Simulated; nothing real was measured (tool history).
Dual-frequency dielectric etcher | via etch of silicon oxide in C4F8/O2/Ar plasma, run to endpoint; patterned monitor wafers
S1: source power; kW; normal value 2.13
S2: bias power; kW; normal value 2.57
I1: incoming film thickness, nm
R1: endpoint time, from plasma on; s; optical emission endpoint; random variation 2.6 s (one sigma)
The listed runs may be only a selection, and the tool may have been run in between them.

run 1 hour=0 | S1=2.13 S2=2.06 | I1=1658.1 | R1=345.3
run 2 hour=26.2 | S1=2.13 S2=2.57 | I1=1666.1 | R1=325.7
run 3 hour=48.5 | S1=2.13 S2=2.57 | I1=1672.6 | R1=327.1
run 4 hour=62.9 | S1=2.13 S2=2.57 | I1=1671.9 | R1=330.7
run 5 hour=78.2 | S1=2.13 S2=2.57 | I1=1652.8 | R1=320.8
run 6 hour=94.6 | S1=2.13 S2=2.57 | I1=1689.4 | R1=327.9
run 7 hour=118.9 | S1=2.43 S2=2.57 | I1=1664.2 | R1=315.2
run 8 hour=137.5 | S1=2.43 S2=2.57 | I1=1667.2 | R1=319.6
run 9 hour=159.4 | S1=2.13 S2=2.789 | I1=1677.7 | R1=321.2
run 10 hour=190.6 | S1=2.13 S2=2.228 | I1=1660.5 | R1=343.3
-- hour=219.4 wet clean of the chamber
run 11 hour=219.9 | S1=1.69 S2=2.335 | I1=1665.4 | R1=359.2
-- hour=260.4 source power generator calibrated
run 12 hour=260.9 | S1=2.13 S2=2.57 | I1=1657.2 | R1=323.5
run 13 hour=283.6 | S1=2.13 S2=2.036 | I1=1692.7 | R1=354.5
-- hour=288.7 bias power generator calibrated
-- hour=316.3 upper electrode replaced
run 14 hour=316.8 | S1=2.13 S2=2.316 | I1=1680.7 | R1=337.6
run 15 hour=326.6 | S1=2.13 S2=2.57 | I1=1661.1 | R1=323.5

Run 16, settings as shown, results not yet in. Your forecast:
run 16 hour=350.7 | S1=2.45 S2=3.098 | I1=1682.1 | R1=?

Run 16 measured R1 302.9 s.
On a tool with no hidden condition, and with the same random variation, this run would have come out at R1 302.9 s.
